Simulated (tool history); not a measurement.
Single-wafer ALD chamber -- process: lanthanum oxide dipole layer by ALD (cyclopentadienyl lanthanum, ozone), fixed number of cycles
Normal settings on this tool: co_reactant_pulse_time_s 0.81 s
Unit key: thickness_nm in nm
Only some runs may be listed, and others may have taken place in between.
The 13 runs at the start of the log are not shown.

| run | day | co_reactant_pulse_time_s | wafers since the last listed run | hours since the last thermocouple change | hours since the last ozone generator service | hours since the showerhead was replaced | hours since the gauge calibration | read-back reference wafer on the same gauge, thickness_nm | thickness_nm |
|---|---|---|---|---|---|---|---|---|---|
| 14 | 37.796 | 1.03 | 357 | 2428.4 | 1006.2 | 5941.2 | 110.2 | 0.33 | 0.435 |
| 15 | 40.804 | 0.99 | 686 | 2500.6 | 1078.4 | 6013.4 | 182.4 | 0.33 | 0.429 |
|  | 48.925 | thermocouple changed; heater temperature recalibrated |
| 16 | 53.362 | 0.97 | 2788 | 106.5 | 1379.8 | 6314.8 | 483.8 | 0.33 | 0.427 |
| 17 | 55.962 | 0.81 | 593 | 168.9 | 1442.2 | 6377.2 | 546.2 | 0.33 | 0.403 |
| 18 | 60.067 | 1.08 | 936 | 267.4 | 1540.7 | 6475.7 | 644.7 | 0.33 | 0.438 |
| 19 | 64.404 | 1.12 | 989 | 371.5 | 1644.8 | 6579.8 | 748.8 | 0.33 | 0.442 |
| 20 | 67.275 | 0.61 | 654 | 440.4 | 1713.7 | 6648.7 | 817.7 | 0.33 | 0.366 |
| 21 | 70.804 | 0.97 | 805 | 525.1 | 1798.4 | 6733.4 | 902.4 | 0.33 | 0.426 |
| 22 | 74.346 | 0.92 | 807 | 610.1 | 1883.4 | 6818.4 | 987.4 | 0.33 | 0.418 |
|  | 76.3 | showerhead replaced |
| 23 | 76.983 | 1.04 | 525 | 673.4 | 1946.7 | 16.4 | 1050.7 | 0.33 | 0.433 |
| 24 | 79.446 | 0.62 | 561 | 732.5 | 2005.8 | 75.5 | 1109.8 | 0.33 | 0.366 |
|  | 79.846 | ozone generator serviced |
| 25 | 83.279 | 0.5 | 798 | 824.5 | 82.4 | 167.5 | 1201.8 | 0.33 | 0.348 |
| 26 | 88.45 | 0.81 | 1179 | 948.6 | 206.5 | 291.6 | 1325.9 | 0.33 | 0.409 |
| 27 | 91.025 | 0.96 | 587 | 1010.4 | 268.3 | 353.4 | 1387.7 | 0.33 | 0.43 |
| 28 | 94.817 | 0.74 | 864 | 1101.4 | 359.3 | 444.4 | 1478.7 | 0.33 | 0.397 |
| 29 | 97.733 | 0.81 | 665 | 1171.4 | 429.3 | 514.4 | 1548.7 | 0.33 | 0.407 |
| 30 | 101.238 | 1.11 | 799 | 1255.5 | 513.4 | 598.5 | 1632.8 | 0.33 | 0.446 |
| 31 | 104.108 | 0.74 | 654 | 1324.4 | 582.3 | 667.4 | 1701.7 | 0.33 | 0.397 |
| 32 | 106.725 | 0.64 | 596 | 1387.2 | 645.1 | 730.2 | 1764.5 | 0.33 | 0.377 |
| 33 | 111.438 | 0.49 | 1074 | 1500.3 | 758.2 | 843.3 | 1877.6 | 0.33 | 0.343 |
| 34 | 115 | 0.94 | 812 | 1585.8 | 843.7 | 928.8 | 1963.1 | 0.33 | 0.424 |

Each row is a separate what-if for the run after 34, all from the same tool condition, not one after another. Results?
| A | 115.017 | 0.56 | 3 | 1586.2 | 844.1 | 929.2 | 1963.5 | ? | ? |
| B | 115.017 | 0.68 | 3 | 1586.2 | 844.1 | 929.2 | 1963.5 | ? | ? |
| C | 115.017 | 0.95 | 3 | 1586.2 | 844.1 | 929.2 | 1963.5 | ? | ? |
| D | 115.017 | 0.91 | 3 | 1586.2 | 844.1 | 929.2 | 1963.5 | ? | ? |

| run | read-back reference wafer on the same gauge, thickness_nm | thickness_nm |
|---|---|---|
| A | 0.33 | 0.358 |
| B | 0.33 | 0.383 |
| C | 0.33 | 0.426 |
| D | 0.33 | 0.42 |
Had the tool no hidden state, the same runs would have come out as:
| run | thickness_nm |
|---|---|
| A | 0.361 |
| B | 0.386 |
| C | 0.429 |
| D | 0.423 |

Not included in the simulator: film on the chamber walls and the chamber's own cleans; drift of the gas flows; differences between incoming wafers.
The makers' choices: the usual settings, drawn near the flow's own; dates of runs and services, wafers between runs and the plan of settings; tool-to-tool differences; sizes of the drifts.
